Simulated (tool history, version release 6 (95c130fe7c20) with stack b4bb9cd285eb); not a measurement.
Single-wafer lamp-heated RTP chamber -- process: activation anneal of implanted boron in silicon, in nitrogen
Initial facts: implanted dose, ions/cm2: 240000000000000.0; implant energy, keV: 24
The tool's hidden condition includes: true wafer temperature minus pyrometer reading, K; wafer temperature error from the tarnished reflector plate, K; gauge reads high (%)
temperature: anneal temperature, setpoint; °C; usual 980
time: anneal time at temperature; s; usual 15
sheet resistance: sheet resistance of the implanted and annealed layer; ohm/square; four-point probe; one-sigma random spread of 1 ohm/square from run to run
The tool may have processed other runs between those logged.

run	hour	temperature	time	wafers since the last listed run	wafers since the last pyrometer calibration	wafers since the reflector plate was cleaned	hours since the gauge calibration	read-back reference wafer on the same gauge, sheet resistance	sheet resistance
1	0	996	15	0	783	12035	122.9	373.49	359.26
2	16.4	988	22	238	1021	12273	139.3	372.73	362.29
3	28.7	988	22	178	1200	12451	151.6	373.14	362.4
4	54.2	988	22	370	1570	12821	177.1	373.29	361.37
5	82.7	980	15	413	1984	13235	205.6	372.91	370.75
6	106.2	980	15	341	2325	13576	229.1	372.94	367.75
7	120.5	980	15	207	2532	13784	243.4	372.81	366.97
# hour 126.2: gauge calibrated
# hour 144.6: reflector plate cleaned
8	145.1	980	15	240	2773	6	18.9	372.79	366.4
9	171.5	980	15	383	3157	390	45.3	372.86	365.22
10	186	1007	10	210	3367	600	59.8	373.01	356.42
# hour 203.7: pyrometer window cleaned and pyrometer calibrated
11	204.7	1002	12	155	14	756	78.5	372.76	359.6
12	220.7	1006	10	232	246	988	94.5	372.97	357.82
13	254.1	980	15	484	731	1473	127.9	372.89	369.75
14	273.5	980	15	281	1013	1754	147.3	372.81	369.48
15	287	980	22	195	1209	1950	160.8	373.3	368.07
16	307.9	1010	19	303	1512	2254	181.7	373.18	355.34
17	336.7	1005	23	418	1930	2672	210.5	372.96	356.05

Predict each of these 4 candidate next runs independently; none follows another, all start after run 17:
A	337.1	959	15	5	1936	2678	210.9	?	?
B	337.1	1001	24	5	1936	2678	210.9	?	?
C	337.1	992	8	5	1936	2678	210.9	?	?
D	337.1	980	19	5	1936	2678	210.9	?	?

run	read-back reference wafer on the same gauge, sheet resistance	sheet resistance
A	373.24	399.68
B	373.24	356.57
C	373.24	364.15
D	373.24	367.5
Stripped of hidden state, with their random variation kept, the same runs would have yielded:
run	sheet resistance
A	409.44
B	357.64
C	366.8
D	371.11

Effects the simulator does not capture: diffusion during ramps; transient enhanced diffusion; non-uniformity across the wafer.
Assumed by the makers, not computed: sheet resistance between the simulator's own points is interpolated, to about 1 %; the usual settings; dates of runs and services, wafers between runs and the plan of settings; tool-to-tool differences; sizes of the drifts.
